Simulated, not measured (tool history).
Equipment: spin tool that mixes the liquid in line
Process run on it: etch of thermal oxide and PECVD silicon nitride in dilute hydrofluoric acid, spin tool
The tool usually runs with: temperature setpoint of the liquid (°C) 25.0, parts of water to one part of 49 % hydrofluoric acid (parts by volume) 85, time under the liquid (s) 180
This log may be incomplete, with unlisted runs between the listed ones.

run,hour,temperature setpoint of the liquid (°C),parts of water to one part of 49 % hydrofluoric acid (parts by volume),time under the liquid (s),wafers since the last listed run,hours since the thermometer was replaced,hours since the hydrofluoric acid flow meter was replaced,hours since the gauge calibration,"read-back film thickness of the thermal oxide reference wafer, read on the same gauge (nm)","read-back film thickness of the PECVD silicon nitride reference wafer, read on the same gauge (nm)",thickness taken off the thermal oxide on a monitor wafer (Å),thickness taken off the PECVD silicon nitride on a monitor wafer (Å)
1,0.0,25.0,85,180,0,426.0,506.5,1266.5,110.02,29.98,100.5,56.6
2,97.6,25.0,85,180,524,523.6,604.1,1364.1,110.01,30.01,99.9,55.6
# hour 181.7: hydrofluoric acid flow meter replaced
3,188.0,25.0,85,180,480,614.0,6.3,1454.5,110.01,29.99,99.7,55.1
4,230.6,25.0,85,180,229,656.6,48.9,1497.1,110.00,30.01,100.1,54.9
5,308.3,25.0,85,180,417,734.3,126.6,1574.8,110.01,30.00,99.0,54.7
6,413.3,25.0,85,180,564,839.3,231.6,1679.8,110.00,30.00,98.7,54.9
7,509.4,25.0,85,180,516,935.4,327.7,1775.9,110.02,30.01,97.7,54.1
8,600.2,25.0,85,180,488,1026.2,418.5,1866.7,110.00,29.99,97.7,55.2
9,700.1,25.0,85,180,537,1126.1,518.4,1966.6,109.98,29.99,97.7,54.2
# hour 723.0: gauge calibrated
10,797.7,25.0,85,180,524,1223.7,616.0,74.7,110.01,29.99,98.2,54.4
11,889.7,25.0,85,180,494,1315.7,708.0,166.7,109.99,30.02,97.0,53.8
# hour 923.1: hydrofluoric acid flow meter replaced
12,929.8,25.0,85,180,210,1355.8,6.7,206.8,110.03,30.02,96.7,52.8
13,1122.1,22.0,85,80,1034,1548.1,199.0,399.1,110.00,30.00,37.8,19.3
14,1211.9,25.0,95,180,482,1637.9,288.8,488.9,109.99,30.01,85.2,46.5
15,1259.0,29.5,70,110,253,1685.0,335.9,536.0,110.01,30.00,86.9,52.0
16,1306.0,23.0,85,180,252,1732.0,382.9,583.0,110.02,29.98,87.6,45.4
17,1408.9,25.0,85,180,553,1834.9,485.8,685.9,109.99,30.00,95.2,51.4
18,1494.1,25.0,85,210,458,1920.1,571.0,771.1,110.00,29.99,111.3,59.8
19,1595.7,26.5,105,230,546,2021.7,672.6,872.7,110.00,29.99,101.0,58.6
20,1681.6,25.0,85,180,461,2107.6,758.5,958.6,110.00,30.01,94.4,51.1
# hour 1744.7: thermometer replaced
# hour 1790.3: hydrofluoric acid flow meter replaced
21,1961.7,25.0,85,180,1495,217.0,171.4,1238.7,110.00,30.01,100.8,57.3
22,2199.1,22.5,45,180,1276,454.4,408.8,1476.1,110.02,30.01,180.3,88.4
23,2283.3,23.5,85,250,452,538.6,493.0,1560.3,110.01,30.02,130.4,70.6
24,2339.4,25.0,85,180,301,594.7,549.1,1616.4,110.02,30.01,99.6,55.7
25,2412.2,26.5,100,285,391,667.5,621.9,1689.2,110.02,30.01,138.9,82.6

Consider 5 possible next runs. They are alternatives, not a sequence: every one starts from the tool as it was left by run 25. What does each give?
A,2412.7,20.5,85,180,2,668.0,622.4,1689.7,?,?,?,?
B,2412.7,28.5,55,280,2,668.0,622.4,1689.7,?,?,?,?
C,2412.7,23.5,100,85,2,668.0,622.4,1689.7,?,?,?,?
D,2412.7,29.5,85,180,2,668.0,622.4,1689.7,?,?,?,?
E,2412.7,25.0,105,95,2,668.0,622.4,1689.7,?,?,?,?

run,"read-back film thickness of the thermal oxide reference wafer, read on the same gauge (nm)","read-back film thickness of the PECVD silicon nitride reference wafer, read on the same gauge (nm)",thickness taken off the thermal oxide on a monitor wafer (Å),thickness taken off the PECVD silicon nitride on a monitor wafer (Å)
A,109.97,30.01,82.9,41.1
B,109.97,30.01,286.5,167.6
C,109.97,30.01,36.9,20.3
D,109.97,30.01,118.8,74.6
E,109.97,30.01,41.5,23.9
With the hidden condition removed and each run's random variation left untouched, the same runs would have given:
run,thickness taken off the thermal oxide on a monitor wafer (Å),thickness taken off the PECVD silicon nitride on a monitor wafer (Å)
A,85.7,43.5
B,296.0,176.8
C,38.2,21.4
D,122.5,78.6
E,42.8,25.2

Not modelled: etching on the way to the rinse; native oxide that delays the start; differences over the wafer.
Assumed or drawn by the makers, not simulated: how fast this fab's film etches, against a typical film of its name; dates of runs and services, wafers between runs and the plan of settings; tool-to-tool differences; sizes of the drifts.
